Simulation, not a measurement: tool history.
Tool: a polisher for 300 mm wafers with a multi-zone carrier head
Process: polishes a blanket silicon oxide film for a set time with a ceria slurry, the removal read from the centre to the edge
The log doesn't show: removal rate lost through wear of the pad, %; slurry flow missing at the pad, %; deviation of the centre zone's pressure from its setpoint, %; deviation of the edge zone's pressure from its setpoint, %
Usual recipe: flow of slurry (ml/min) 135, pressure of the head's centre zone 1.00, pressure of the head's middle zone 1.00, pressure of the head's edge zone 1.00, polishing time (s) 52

run	hour	flow of slurry (ml/min)	pressure of the head's centre zone	pressure of the head's middle zone	pressure of the head's edge zone	polishing time (s)	wafers since the last listed run	wafers polished on this pad	hours since the slurry nozzle was cleaned	hours since the centre zone pressure was calibrated	hours since the edge zone pressure was calibrated	hours since the carrier head's membrane was replaced	incoming thickness of the incoming film, nm	film removed at the wafer's centre (nm)	film removed at mid-radius (nm)	film removed at the wafer's edge (nm)
1	0.0	135	1.00	1.00	0.92	52	0	107	152.6	98.4	738.4	813.6	895.7	290.4	298.0	289.7
2	31.9	135	1.00	1.09	1.00	66	341	448	184.5	130.3	770.3	845.5	915.5	365.2	403.4	383.4
# hour 37.3: carrier head's membrane replaced by a new one
3	63.5	155	0.88	1.00	1.08	52	284	733	216.1	161.9	801.9	26.2	886.7	275.8	307.5	319.4
4	80.1	135	1.00	1.00	1.00	52	177	910	232.7	178.5	818.5	42.8	882.9	286.4	291.8	298.7
5	99.0	135	1.00	1.00	1.00	52	202	1112	251.6	197.4	837.4	61.7	896.8	287.0	293.5	300.9
6	120.8	150	1.00	0.96	1.00	52	233	1346	273.4	219.2	859.2	83.5	883.5	291.8	286.7	305.6
7	174.8	135	1.00	1.00	1.00	52	577	1923	327.4	273.2	913.2	137.5	887.1	282.9	292.8	298.8
8	191.8	135	1.00	1.00	1.00	38	181	2105	344.4	290.2	930.2	154.5	910.1	203.6	211.8	216.9
9	224.3	170	1.00	0.92	0.96	52	347	2452	376.9	322.7	962.7	187.0	906.3	299.5	287.3	303.0
# hour 253.4: edge zone pressure recalibrated
# hour 254.4: worn pad replaced by a new one
10	254.9	135	0.90	0.92	1.08	67	295	5	407.5	353.3	1.5	217.6	905.5	336.8	346.1	395.9
11	264.0	155	1.00	1.00	0.90	52	97	102	416.6	362.4	10.6	226.7	896.9	289.6	290.9	288.5
12	281.0	170	1.00	1.00	1.00	52	181	284	433.6	379.4	27.6	243.7	910.4	297.1	302.7	306.5
13	298.0	120	0.96	1.06	1.04	52	181	466	450.6	396.4	44.6	260.7	887.4	261.3	288.7	295.4
14	333.9	180	1.00	1.00	1.00	39	383	850	486.5	432.3	80.5	296.6	899.7	226.5	228.9	231.8
15	348.4	135	1.00	1.00	1.00	52	155	1005	501.0	446.8	95.0	311.1	915.8	274.5	281.6	290.9
16	384.3	110	1.00	1.10	1.00	52	383	1388	536.9	482.7	130.9	347.0	888.9	250.1	284.9	278.0
17	415.9	135	0.95	0.96	1.00	52	337	1726	568.5	514.3	162.5	378.6	901.1	260.2	267.3	289.1
18	448.5	135	1.00	1.00	1.00	52	348	2075	601.1	546.9	195.1	411.2	905.9	265.8	274.6	287.2
19	474.9	135	1.00	1.00	1.00	52	282	2357	627.5	573.3	221.5	437.6	897.5	266.5	272.4	284.0
# hour 479.4: centre zone pressure recalibrated
20	499.1	135	1.00	1.00	0.94	52	237	2595	651.7	19.7	245.7	461.8	899.0	261.1	274.4	276.1
# hour 516.6: worn pad replaced by a new one
21	517.7	160	1.00	0.92	1.00	52	156	12	670.3	38.3	264.3	480.4	880.2	281.7	265.4	294.6

Hidden state, per run?
removal rate lost through wear of the pad, %: 0 across all the runs
deviation of the centre zone's pressure from its setpoint, %: 0 across all the runs
deviation of the edge zone's pressure from its setpoint, %: 0 across all the runs
H1: slurry flow missing at the pad, %
run	H1
1	7.01
2	8.44
3	9.86
4	10.6
5	11.5
6	12.4
7	14.9
8	15.6
9	17.1
10	18.5
11	18.9
12	19.6
13	20.4
14	22
15	22.7
16	24.3
17	25.7
18	27.2
19	28.4
20	29.4
21	30.3

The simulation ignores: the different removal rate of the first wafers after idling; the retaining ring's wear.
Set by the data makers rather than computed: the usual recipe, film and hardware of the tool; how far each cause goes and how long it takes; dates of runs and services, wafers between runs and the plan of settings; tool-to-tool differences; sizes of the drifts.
